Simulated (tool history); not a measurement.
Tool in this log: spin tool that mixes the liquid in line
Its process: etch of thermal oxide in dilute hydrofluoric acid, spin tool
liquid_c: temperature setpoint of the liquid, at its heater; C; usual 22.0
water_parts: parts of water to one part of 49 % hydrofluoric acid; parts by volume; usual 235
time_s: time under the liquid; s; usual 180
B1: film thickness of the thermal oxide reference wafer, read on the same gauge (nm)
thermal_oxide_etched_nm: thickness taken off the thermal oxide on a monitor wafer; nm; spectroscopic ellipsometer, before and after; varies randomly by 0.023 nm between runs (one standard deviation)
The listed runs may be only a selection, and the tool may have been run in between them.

run 1 day=0.000 | liquid_c=22.0 water_parts=235 time_s=100 | B1=129.964 | thermal_oxide_etched_nm=1.665
run 2 day=4.129 | liquid_c=22.0 water_parts=235 time_s=100 | B1=129.976 | thermal_oxide_etched_nm=1.670
run 3 day=6.017 | liquid_c=22.0 water_parts=235 time_s=100 | B1=130.002 | thermal_oxide_etched_nm=1.684
run 4 day=9.625 | liquid_c=22.0 water_parts=235 time_s=180 | B1=129.999 | thermal_oxide_etched_nm=3.030
run 5 day=11.208 | liquid_c=22.0 water_parts=235 time_s=180 | B1=129.997 | thermal_oxide_etched_nm=3.037
run 6 day=15.646 | liquid_c=22.0 water_parts=235 time_s=180 | B1=129.998 | thermal_oxide_etched_nm=3.029
run 7 day=18.192 | liquid_c=22.0 water_parts=235 time_s=180 | B1=130.001 | thermal_oxide_etched_nm=3.120
run 8 day=20.438 | liquid_c=22.0 water_parts=235 time_s=180 | B1=130.014 | thermal_oxide_etched_nm=3.060
run 9 day=23.133 | liquid_c=22.0 water_parts=235 time_s=180 | B1=130.012 | thermal_oxide_etched_nm=3.117
run 10 day=25.971 | liquid_c=22.0 water_parts=235 time_s=180 | B1=130.011 | thermal_oxide_etched_nm=3.084
-- day=27.108 hydrofluoric acid flow meter replaced
run 11 day=28.946 | liquid_c=22.0 water_parts=235 time_s=180 | B1=130.046 | thermal_oxide_etched_nm=3.116
run 12 day=30.975 | liquid_c=22.0 water_parts=235 time_s=180 | B1=129.994 | thermal_oxide_etched_nm=3.118
-- day=31.750 thermometer replaced
run 13 day=33.217 | liquid_c=20.0 water_parts=270 time_s=180 | B1=129.991 | thermal_oxide_etched_nm=2.182
run 14 day=37.592 | liquid_c=18.0 water_parts=235 time_s=180 | B1=129.978 | thermal_oxide_etched_nm=2.398
run 15 day=40.425 | liquid_c=27.0 water_parts=185 time_s=220 | B1=129.990 | thermal_oxide_etched_nm=5.560
run 16 day=42.796 | liquid_c=22.0 water_parts=125 time_s=110 | B1=130.025 | thermal_oxide_etched_nm=3.698
run 17 day=49.696 | liquid_c=22.0 water_parts=235 time_s=240 | B1=129.963 | thermal_oxide_etched_nm=3.827
run 18 day=53.108 | liquid_c=25.0 water_parts=235 time_s=110 | B1=130.060 | thermal_oxide_etched_nm=1.940
run 19 day=56.008 | liquid_c=22.0 water_parts=235 time_s=180 | B1=130.007 | thermal_oxide_etched_nm=2.890
run 20 day=57.558 | liquid_c=23.5 water_parts=305 time_s=95 | B1=130.003 | thermal_oxide_etched_nm=1.160
run 21 day=59.704 | liquid_c=22.0 water_parts=235 time_s=180 | B1=129.988 | thermal_oxide_etched_nm=2.890
-- day=59.975 gauge calibrated
run 22 day=66.604 | liquid_c=22.0 water_parts=235 time_s=180 | B1=129.978 | thermal_oxide_etched_nm=2.914
run 23 day=68.712 | liquid_c=22.0 water_parts=150 time_s=180 | B1=130.018 | thermal_oxide_etched_nm=5.027
run 24 day=72.979 | liquid_c=26.0 water_parts=235 time_s=180 | B1=130.023 | thermal_oxide_etched_nm=3.415
run 25 day=75.638 | liquid_c=22.0 water_parts=235 time_s=180 | B1=130.011 | thermal_oxide_etched_nm=2.919

For some of the steps in thermal_oxide_etched_nm from one run to the next: how much would appear even if the tool had no hidden state, given the settings, what came in and random variation, and how much remains for the hidden state plus any gauge scatter that the measured result and the result without hidden state don't share?
The tool's hidden condition here consists of: liquid hotter than its thermometer reads (K); hydrofluoric acid flow above the setpoint (%); gauge reads high (%).
Run 3 -> 4: time_s 100 -> 180. thermal_oxide_etched_nm +1.346 nm: hidden state +0.110, all else +1.236.
Run 12 -> 13: liquid_c 22.0 -> 20.0, water_parts 235 -> 270, thermometer replaced. thermal_oxide_etched_nm -0.936 nm: hidden state -0.281, all else -0.655.
Run 14 -> 15: liquid_c 18.0 -> 27.0, water_parts 235 -> 185, time_s 180 -> 220. thermal_oxide_etched_nm +3.162 nm: hidden state +0.050, all else +3.112.
Run 22 -> 23: water_parts 235 -> 150. thermal_oxide_etched_nm +2.113 nm: hidden state +0.106, all else +2.007.
